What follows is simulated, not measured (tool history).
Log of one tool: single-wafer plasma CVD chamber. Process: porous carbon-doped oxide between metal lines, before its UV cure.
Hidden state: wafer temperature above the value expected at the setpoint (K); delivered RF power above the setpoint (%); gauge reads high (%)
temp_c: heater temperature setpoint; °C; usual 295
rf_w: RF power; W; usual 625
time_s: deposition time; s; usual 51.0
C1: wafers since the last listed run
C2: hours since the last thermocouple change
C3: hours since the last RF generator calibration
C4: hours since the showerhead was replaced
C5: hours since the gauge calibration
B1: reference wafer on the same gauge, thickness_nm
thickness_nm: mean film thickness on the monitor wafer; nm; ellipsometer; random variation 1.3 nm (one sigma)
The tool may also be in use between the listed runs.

run 1 hour=0.0 | temp_c=295 rf_w=625 time_s=51.0 | C1=0 C2=1852.7 C3=69.8 C4=6597.6 C5=825.4 | B1=297.065 | thickness_nm=334.509
run 2 hour=48.6 | temp_c=295 rf_w=625 time_s=51.0 | C1=669 C2=1901.3 C3=118.4 C4=6646.2 C5=874.0 | B1=296.943 | thickness_nm=333.582
run 3 hour=80.1 | temp_c=290 rf_w=625 time_s=51.0 | C1=434 C2=1932.8 C3=149.9 C4=6677.7 C5=905.5 | B1=297.036 | thickness_nm=345.596
run 4 hour=271.6 | temp_c=290 rf_w=625 time_s=51.0 | C1=2640 C2=2124.3 C3=341.4 C4=6869.2 C5=1097.0 | B1=296.882 | thickness_nm=343.043
run 5 hour=323.1 | temp_c=295 rf_w=625 time_s=51.0 | C1=709 C2=2175.8 C3=392.9 C4=6920.7 C5=1148.5 | B1=296.923 | thickness_nm=332.174
run 6 hour=370.4 | temp_c=295 rf_w=625 time_s=51.0 | C1=652 C2=2223.1 C3=440.2 C4=6968.0 C5=1195.8 | B1=296.990 | thickness_nm=331.755
run 7 hour=422.6 | temp_c=295 rf_w=625 time_s=51.0 | C1=719 C2=2275.3 C3=492.4 C4=7020.2 C5=1248.0 | B1=296.768 | thickness_nm=330.804
-- hour=450.4 gauge calibrated
run 8 hour=483.4 | temp_c=295 rf_w=625 time_s=51.0 | C1=838 C2=2336.1 C3=553.2 C4=7081.0 C5=33.0 | B1=297.095 | thickness_nm=331.748
run 9 hour=528.0 | temp_c=295 rf_w=625 time_s=51.0 | C1=614 C2=2380.7 C3=597.8 C4=7125.6 C5=77.6 | B1=297.115 | thickness_nm=334.274
-- hour=563.4 showerhead replaced
run 10 hour=564.7 | temp_c=295 rf_w=700 time_s=45.7 | C1=395 C2=2417.4 C3=634.5 C4=1.3 C5=114.3 | B1=296.971 | thickness_nm=324.393
run 11 hour=614.2 | temp_c=295 rf_w=625 time_s=51.0 | C1=682 C2=2466.9 C3=684.0 C4=50.8 C5=163.8 | B1=296.926 | thickness_nm=328.851
-- hour=654.4 thermocouple changed; heater temperature recalibrated
run 12 hour=664.5 | temp_c=295 rf_w=625 time_s=51.0 | C1=583 C2=10.1 C3=734.3 C4=101.1 C5=214.1 | B1=296.800 | thickness_nm=329.330
run 13 hour=731.4 | temp_c=295 rf_w=625 time_s=51.0 | C1=922 C2=77.0 C3=801.2 C4=168.0 C5=281.0 | B1=297.068 | thickness_nm=329.711
run 14 hour=764.4 | temp_c=309 rf_w=575 time_s=51.0 | C1=454 C2=110.0 C3=834.2 C4=201.0 C5=314.0 | B1=296.867 | thickness_nm=283.564
run 15 hour=823.4 | temp_c=295 rf_w=625 time_s=51.0 | C1=813 C2=169.0 C3=893.2 C4=260.0 C5=373.0 | B1=297.191 | thickness_nm=329.582
run 16 hour=857.3 | temp_c=283 rf_w=555 time_s=51.0 | C1=467 C2=202.9 C3=927.1 C4=293.9 C5=406.9 | B1=296.917 | thickness_nm=320.744
run 17 hour=977.5 | temp_c=283 rf_w=625 time_s=51.0 | C1=1657 C2=323.1 C3=1047.3 C4=414.1 C5=527.1 | B1=296.900 | thickness_nm=353.588
run 18 hour=1011.2 | temp_c=300 rf_w=625 time_s=51.0 | C1=464 C2=356.8 C3=1081.0 C4=447.8 C5=560.8 | B1=297.169 | thickness_nm=318.831
run 19 hour=1080.1 | temp_c=295 rf_w=625 time_s=51.0 | C1=949 C2=425.7 C3=1149.9 C4=516.7 C5=629.7 | B1=296.984 | thickness_nm=329.156
run 20 hour=1120.5 | temp_c=288 rf_w=515 time_s=51.0 | C1=556 C2=466.1 C3=1190.3 C4=557.1 C5=670.1 | B1=297.006 | thickness_nm=290.510
-- hour=1143.2 RF generator calibrated
run 21 hour=1265.8 | temp_c=295 rf_w=525 time_s=51.0 | C1=1892 C2=611.4 C3=122.6 C4=702.4 C5=815.4 | B1=297.057 | thickness_nm=273.557
run 22 hour=1296.5 | temp_c=295 rf_w=660 time_s=46.1 | C1=423 C2=642.1 C3=153.3 C4=733.1 C5=846.1 | B1=297.135 | thickness_nm=301.038
run 23 hour=1361.2 | temp_c=304 rf_w=685 time_s=51.0 | C1=891 C2=706.8 C3=218.0 C4=797.8 C5=910.8 | B1=296.815 | thickness_nm=322.286
run 24 hour=1385.8 | temp_c=295 rf_w=625 time_s=51.0 | C1=339 C2=731.4 C3=242.6 C4=822.4 C5=935.4 | B1=296.907 | thickness_nm=315.942
run 25 hour=1414.6 | temp_c=295 rf_w=685 time_s=42.9 | C1=397 C2=760.2 C3=271.4 C4=851.2 C5=964.2 | B1=296.906 | thickness_nm=289.718
-- hour=1446.0 RF generator calibrated, repeated, since the last time left the tool worse
run 26 hour=1475.3 | temp_c=295 rf_w=625 time_s=41.6 | C1=726 C2=820.9 C3=29.3 C4=911.9 C5=1024.9 | B1=297.005 | thickness_nm=271.159
run 27 hour=1535.4 | temp_c=288 rf_w=735 time_s=47.5 | C1=828 C2=881.0 C3=89.4 C4=972.0 C5=1085.0 | B1=297.072 | thickness_nm=367.791
run 28 hour=1583.7 | temp_c=302 rf_w=575 time_s=56.3 | C1=665 C2=929.3 C3=137.7 C4=1020.3 C5=1133.3 | B1=296.753 | thickness_nm=329.329
run 29 hour=1616.8 | temp_c=295 rf_w=625 time_s=51.0 | C1=456 C2=962.4 C3=170.8 C4=1053.4 C5=1166.4 | B1=296.925 | thickness_nm=334.053
run 30 hour=1647.9 | temp_c=295 rf_w=625 time_s=51.0 | C1=428 C2=993.5 C3=201.9 C4=1084.5 C5=1197.5 | B1=297.109 | thickness_nm=334.508
run 31 hour=1694.4 | temp_c=295 rf_w=625 time_s=51.0 | C1=641 C2=1040.0 C3=248.4 C4=1131.0 C5=1244.0 | B1=297.113 | thickness_nm=331.781
-- hour=1726.0 gauge calibrated
run 32 hour=1754.4 | temp_c=289 rf_w=710 time_s=58.5 | C1=827 C2=1100.0 C3=308.4 C4=1191.0 C5=28.4 | B1=297.081 | thickness_nm=438.170
run 33 hour=1821.0 | temp_c=295 rf_w=625 time_s=51.0 | C1=918 C2=1166.6 C3=375.0 C4=1257.6 C5=95.0 | B1=296.857 | thickness_nm=335.578

Hidden state at the last listed run before each entry between runs and at the first one after, where it differs:
Between runs 7 and 8: gauge calibrated (hour 450.4)
  delivered RF power above the setpoint (%): -0.525 -> -0.653
  measured less the result without the state, thickness_nm: -1.385 -> -1.731 nm
Between runs 9 and 10: showerhead replaced (hour 563.4)
  delivered RF power above the setpoint (%): -0.757 -> -0.848
  measured less the result without the state, thickness_nm: -2.023 -> -2.167 nm
Between runs 11 and 12: thermocouple changed; heater temperature recalibrated (hour 654.4)
  delivered RF power above the setpoint (%): -0.98 -> -1.12
  measured less the result without the state, thickness_nm: -2.581 -> -2.970 nm
Between runs 20 and 21: RF generator calibrated (hour 1143.2)
  delivered RF power above the setpoint (%): -2.89 -> -5.59
  measured less the result without the state, thickness_nm: -7.127 -> -13.318 nm
Between runs 25 and 26: RF generator calibrated, repeated, since the last time left the tool worse (hour 1446.0)
  delivered RF power above the setpoint (%): -5.71 -> -0.0303
  measured less the result without the state, thickness_nm: -13.696 -> -0.065 nm
Between runs 31 and 32: gauge calibrated (hour 1726.0)
  delivered RF power above the setpoint (%): -0.153 -> -0.22
  measured less the result without the state, thickness_nm: -0.404 -> -0.755 nm
